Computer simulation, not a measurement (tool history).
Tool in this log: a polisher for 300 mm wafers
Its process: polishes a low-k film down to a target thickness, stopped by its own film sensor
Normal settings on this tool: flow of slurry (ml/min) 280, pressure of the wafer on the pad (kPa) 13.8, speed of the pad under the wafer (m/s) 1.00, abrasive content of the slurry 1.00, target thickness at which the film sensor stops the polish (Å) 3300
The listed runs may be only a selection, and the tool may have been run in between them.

| run | day | flow of slurry (ml/min) | pressure of the wafer on the pad (kPa) | speed of the pad under the wafer (m/s) | abrasive content of the slurry | target thickness at which the film sensor stops the polish (Å) | incoming thickness of the incoming film, nm | time until the film sensor stopped the polish (s) |
|---|---|---|---|---|---|---|---|---|
| 1 | 0.000 | 280 | 13.8 | 1.00 | 1.00 | 3300 | 355.9 | 53.5 |
| 2 | 1.096 | 280 | 13.8 | 1.00 | 1.00 | 3300 | 360.4 | 62.1 |
| 3 | 2.200 | 250 | 13.8 | 1.00 | 1.25 | 3300 | 358.9 | 56.3 |
| 4 | 3.967 | 250 | 13.8 | 1.00 | 1.25 | 3300 | 361.9 | 62.3 |
| 5 | 5.612 | 280 | 10.3 | 1.00 | 1.15 | 3300 | 358.6 | 73.2 |
| 6 | 7.133 | 280 | 10.3 | 1.00 | 1.15 | 3300 | 359.7 | 77.7 |
|  | 7.683 | slurry blender recalibrated |
|  | 8.500 | conditioning disc replaced and pad reconditioned |
|  | 8.621 | worn pad replaced by a new one |
| 7 | 9.529 | 280 | 13.8 | 1.00 | 0.90 | 3300 | 355.2 | 54.2 |
|  | 9.992 | head pressure recalibrated |
| 8 | 12.262 | 280 | 13.8 | 1.00 | 0.90 | 3300 | 357.8 | 59.4 |
|  | 12.571 | slurry nozzle cleaned |
| 9 | 13.446 | 280 | 13.8 | 1.00 | 1.00 | 3300 | 365.0 | 71.9 |
| 10 | 14.704 | 280 | 13.8 | 1.00 | 1.00 | 3230 | 358.3 | 73.6 |
| 11 | 16.971 | 280 | 13.8 | 0.74 | 1.30 | 3390 | 359.2 | 48.9 |
| 12 | 18.600 | 340 | 13.8 | 1.00 | 1.00 | 3300 | 360.2 | 61.8 |
|  | 20.388 | slurry blender recalibrated |
|  | 20.988 | conditioning disc replaced and pad reconditioned |
|  | 21.042 | worn pad replaced by a new one |
| 13 | 25.533 | 280 | 10.3 | 1.24 | 1.00 | 3260 | 364.9 | 89.4 |
| 14 | 28.338 | 280 | 13.8 | 0.74 | 1.30 | 3390 | 357.5 | 44.9 |
|  | 28.638 | slurry nozzle cleaned |
| 15 | 30.462 | 280 | 13.8 | 1.00 | 1.00 | 3300 | 366.4 | 75.2 |
|  | 34.054 | conditioning disc replaced and pad reconditioned |
|  | 35.017 | worn pad replaced by a new one |
|  | 36.708 | slurry blender recalibrated |
| 16 | 37.362 | 200 | 13.8 | 1.12 | 1.00 | 3300 | 357.3 | 54.2 |
| 17 | 39.571 | 280 | 13.8 | 1.00 | 0.75 | 3300 | 359.1 | 66.2 |
| 18 | 41.225 | 330 | 11.0 | 1.00 | 1.00 | 3240 | 352.1 | 70.2 |
|  | 42.329 | slurry nozzle cleaned |
| 19 | 45.350 | 280 | 9.0 | 1.00 | 1.25 | 3340 | 356.6 | 64.6 |
| 20 | 46.962 | 280 | 10.3 | 1.00 | 1.00 | 3300 | 359.4 | 80.0 |
|  | 48.746 | conditioning disc replaced and pad reconditioned |
| 21 | 48.767 | 205 | 13.8 | 0.80 | 0.80 | 3300 | 360.7 | 83.6 |
|  | 49.438 | worn pad replaced by a new one |
|  | 50.196 | slurry blender recalibrated |
| 22 | 50.875 | 280 | 9.7 | 1.00 | 0.80 | 3380 | 352.0 | 42.7 |
| 23 | 53.171 | 280 | 18.6 | 1.00 | 1.00 | 3300 | 361.6 | 48.4 |
|  | 56.262 | slurry nozzle cleaned |
|  | 56.717 | head pressure recalibrated |
| 24 | 59.550 | 280 | 13.8 | 1.00 | 1.00 | 3300 | 361.2 | 63.9 |
| 25 | 60.571 | 280 | 10.3 | 1.00 | 1.15 | 3300 | 364.4 | 88.8 |

Predict each of these 4 candidate next runs independently; none follows another, all start after run 25:
| A | 60.588 | 280 | 13.8 | 1.00 | 1.00 | 3300 | 368.5 | ? |
| B | 60.588 | 215 | 13.8 | 1.00 | 1.30 | 3300 | 368.5 | ? |
| C | 60.588 | 250 | 15.2 | 1.00 | 0.75 | 3330 | 368.5 | ? |
| D | 60.588 | 280 | 13.8 | 1.22 | 1.00 | 3300 | 368.5 | ? |

| run | time until the film sensor stopped the polish (s) |
|---|---|
| A | 79.9 |
| B | 75.2 |
| C | 74.5 |
| D | 68.1 |
Without the tool's hidden state the same runs would have given:
| run | time until the film sensor stopped the polish (s) |
|---|---|
| A | 79.9 |
| B | 75.2 |
| C | 74.5 |
| D | 68.1 |
